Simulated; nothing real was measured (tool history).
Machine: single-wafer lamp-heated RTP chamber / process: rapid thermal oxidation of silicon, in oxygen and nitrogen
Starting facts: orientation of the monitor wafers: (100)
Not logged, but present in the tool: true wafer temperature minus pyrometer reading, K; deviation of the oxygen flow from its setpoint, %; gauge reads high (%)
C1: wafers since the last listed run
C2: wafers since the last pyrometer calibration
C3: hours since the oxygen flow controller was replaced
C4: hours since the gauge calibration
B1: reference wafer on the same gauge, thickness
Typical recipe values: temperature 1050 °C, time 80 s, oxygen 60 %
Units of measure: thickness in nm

{"run": 1, "day": 0.0, "temperature": 1050, "time": 80, "oxygen": 60, "C1": 0, "C2": 5373, "C3": 2156.7, "C4": 577.9, "B1": 8.736, "thickness": 9.434}
{"run": 2, "day": 0.804, "temperature": 1050, "time": 80, "oxygen": 60, "C1": 184, "C2": 5558, "C3": 2176.0, "C4": 597.2, "B1": 8.746, "thickness": 9.432}
{"run": 3, "day": 1.65, "temperature": 1050, "time": 80, "oxygen": 60, "C1": 194, "C2": 5753, "C3": 2196.3, "C4": 617.5, "B1": 8.737, "thickness": 9.377}
{"run": 4, "day": 2.875, "temperature": 1050, "time": 80, "oxygen": 60, "C1": 281, "C2": 6034, "C3": 2225.7, "C4": 646.9, "B1": 8.742, "thickness": 9.405}
{"day": 3.933, "done": "pyrometer window cleaned and pyrometer calibrated"}
{"run": 5, "day": 4.188, "temperature": 1050, "time": 80, "oxygen": 60, "C1": 225, "C2": 58, "C3": 2257.2, "C4": 678.4, "B1": 8.756, "thickness": 9.439}
{"run": 6, "day": 4.771, "temperature": 1050, "time": 80, "oxygen": 60, "C1": 134, "C2": 192, "C3": 2271.2, "C4": 692.4, "B1": 8.76, "thickness": 9.415}
{"run": 7, "day": 6.188, "temperature": 1050, "time": 80, "oxygen": 60, "C1": 325, "C2": 518, "C3": 2305.2, "C4": 726.4, "B1": 8.77, "thickness": 9.421}
{"run": 8, "day": 7.171, "temperature": 1050, "time": 80, "oxygen": 60, "C1": 226, "C2": 744, "C3": 2328.8, "C4": 750.0, "B1": 8.763, "thickness": 9.433}
{"run": 9, "day": 8.375, "temperature": 1050, "time": 106, "oxygen": 60, "C1": 276, "C2": 1021, "C3": 2357.7, "C4": 778.9, "B1": 8.773, "thickness": 10.706}
{"run": 10, "day": 9.396, "temperature": 1050, "time": 106, "oxygen": 60, "C1": 234, "C2": 1256, "C3": 2382.2, "C4": 803.4, "B1": 8.78, "thickness": 10.755}
{"run": 11, "day": 10.3, "temperature": 1050, "time": 106, "oxygen": 60, "C1": 207, "C2": 1464, "C3": 2403.9, "C4": 825.1, "B1": 8.789, "thickness": 10.72}
{"run": 12, "day": 11.438, "temperature": 1050, "time": 80, "oxygen": 48, "C1": 261, "C2": 1726, "C3": 2431.2, "C4": 852.4, "B1": 8.79, "thickness": 8.727}
{"run": 13, "day": 12.821, "temperature": 1050, "time": 80, "oxygen": 39, "C1": 318, "C2": 2044, "C3": 2464.4, "C4": 885.6, "B1": 8.798, "thickness": 8.119}
{"run": 14, "day": 14.262, "temperature": 1050, "time": 80, "oxygen": 39, "C1": 331, "C2": 2375, "C3": 2499.0, "C4": 920.2, "B1": 8.816, "thickness": 8.13}
{"run": 15, "day": 15.712, "temperature": 1050, "time": 107, "oxygen": 60, "C1": 333, "C2": 2709, "C3": 2533.8, "C4": 955.0, "B1": 8.825, "thickness": 10.786}
{"run": 16, "day": 17.054, "temperature": 1050, "time": 107, "oxygen": 60, "C1": 308, "C2": 3017, "C3": 2566.0, "C4": 987.2, "B1": 8.824, "thickness": 10.835}
{"run": 17, "day": 19.65, "temperature": 1050, "time": 80, "oxygen": 60, "C1": 596, "C2": 3614, "C3": 2628.3, "C4": 1049.5, "B1": 8.849, "thickness": 9.532}
{"day": 19.767, "done": "gauge calibrated"}
{"run": 18, "day": 20.858, "temperature": 1040, "time": 103, "oxygen": 60, "C1": 277, "C2": 3892, "C3": 2657.3, "C4": 26.2, "B1": 8.693, "thickness": 9.841}
{"run": 19, "day": 21.525, "temperature": 1050, "time": 80, "oxygen": 60, "C1": 153, "C2": 4045, "C3": 2673.3, "C4": 42.2, "B1": 8.694, "thickness": 9.393}
{"run": 20, "day": 22.142, "temperature": 1050, "time": 80, "oxygen": 60, "C1": 141, "C2": 4187, "C3": 2688.1, "C4": 57.0, "B1": 8.694, "thickness": 9.352}
{"run": 21, "day": 23.079, "temperature": 1050, "time": 114, "oxygen": 37, "C1": 215, "C2": 4403, "C3": 2710.6, "C4": 79.5, "B1": 8.702, "thickness": 9.211}
{"day": 24.183, "done": "oxygen flow controller replaced"}
{"run": 22, "day": 24.204, "temperature": 1063, "time": 80, "oxygen": 60, "C1": 182, "C2": 4585, "C3": 0.5, "C4": 106.5, "B1": 8.693, "thickness": 10.179}
{"run": 23, "day": 24.462, "temperature": 1050, "time": 47, "oxygen": 60, "C1": 59, "C2": 4644, "C3": 6.7, "C4": 112.7, "B1": 8.693, "thickness": 7.402}
{"day": 26.258, "done": "pyrometer window cleaned and pyrometer calibrated"}
{"run": 24, "day": 26.279, "temperature": 1050, "time": 80, "oxygen": 60, "C1": 341, "C2": 4, "C3": 50.3, "C4": 156.3, "B1": 8.698, "thickness": 9.416}
{"run": 25, "day": 26.754, "temperature": 1030, "time": 80, "oxygen": 60, "C1": 109, "C2": 114, "C3": 61.7, "C4": 167.7, "B1": 8.693, "thickness": 8.149}
{"run": 26, "day": 28.192, "temperature": 1050, "time": 47, "oxygen": 60, "C1": 330, "C2": 444, "C3": 96.2, "C4": 202.2, "B1": 8.697, "thickness": 7.385}
{"run": 27, "day": 29.467, "temperature": 1078, "time": 52, "oxygen": 60, "C1": 293, "C2": 738, "C3": 126.8, "C4": 232.8, "B1": 8.698, "thickness": 9.307}
{"run": 28, "day": 30.95, "temperature": 1050, "time": 80, "oxygen": 43, "C1": 341, "C2": 1079, "C3": 162.4, "C4": 268.4, "B1": 8.696, "thickness": 8.323}
{"run": 29, "day": 31.921, "temperature": 1038, "time": 111, "oxygen": 72, "C1": 223, "C2": 1302, "C3": 185.7, "C4": 291.7, "B1": 8.71, "thickness": 10.639}
{"run": 30, "day": 33.362, "temperature": 1041, "time": 80, "oxygen": 72, "C1": 331, "C2": 1633, "C3": 220.3, "C4": 326.3, "B1": 8.694, "thickness": 9.433}
{"run": 31, "day": 34.033, "temperature": 1050, "time": 80, "oxygen": 60, "C1": 154, "C2": 1788, "C3": 236.4, "C4": 342.4, "B1": 8.708, "thickness": 9.405}
{"run": 32, "day": 34.633, "temperature": 1050, "time": 80, "oxygen": 60, "C1": 137, "C2": 1926, "C3": 250.8, "C4": 356.8, "B1": 8.707, "thickness": 9.397}
{"run": 33, "day": 35.596, "temperature": 1050, "time": 61, "oxygen": 60, "C1": 221, "C2": 2147, "C3": 273.9, "C4": 379.9, "B1": 8.715, "thickness": 8.322}
{"run": 34, "day": 36.979, "temperature": 1062, "time": 80, "oxygen": 60, "C1": 318, "C2": 2465, "C3": 307.1, "C4": 413.1, "B1": 8.72, "thickness": 10.175}
{"run": 35, "day": 38.275, "temperature": 1050, "time": 80, "oxygen": 60, "C1": 298, "C2": 2763, "C3": 338.2, "C4": 444.2, "B1": 8.728, "thickness": 9.364}
{"run": 36, "day": 40.962, "temperature": 1050, "time": 80, "oxygen": 60, "C1": 618, "C2": 3381, "C3": 402.7, "C4": 508.7, "B1": 8.733, "thickness": 9.384}
{"run": 37, "day": 42.3, "temperature": 1059, "time": 95, "oxygen": 33, "C1": 307, "C2": 3689, "C3": 434.8, "C4": 540.8, "B1": 8.729, "thickness": 8.723}

Hidden state or all else? Some run-to-run changes of thickness, split into what the settings, what came in and random variation would give without the hidden state, and what is left for the hidden state (with any gauge scatter that isn't in both results):
Run 8 -> 9: time 80 -> 106. thickness +1.273 nm: hidden state +0.019, all else +1.254.
Run 14 -> 15: time 80 -> 107, oxygen 39 -> 60. thickness +2.656 nm: hidden state +0.047, all else +2.609.
Run 17 -> 18: temperature 1050 -> 1040, time 80 -> 103, gauge calibrated. thickness +0.309 nm: hidden state -0.165, all else +0.474.
Run 22 -> 23: temperature 1063 -> 1050, time 80 -> 47. thickness -2.777 nm: hidden state -0.001, all else -2.776.
Run 28 -> 29: temperature 1050 -> 1038, time 80 -> 111, oxygen 43 -> 72. thickness +2.316 nm: hidden state +0.005, all else +2.311.

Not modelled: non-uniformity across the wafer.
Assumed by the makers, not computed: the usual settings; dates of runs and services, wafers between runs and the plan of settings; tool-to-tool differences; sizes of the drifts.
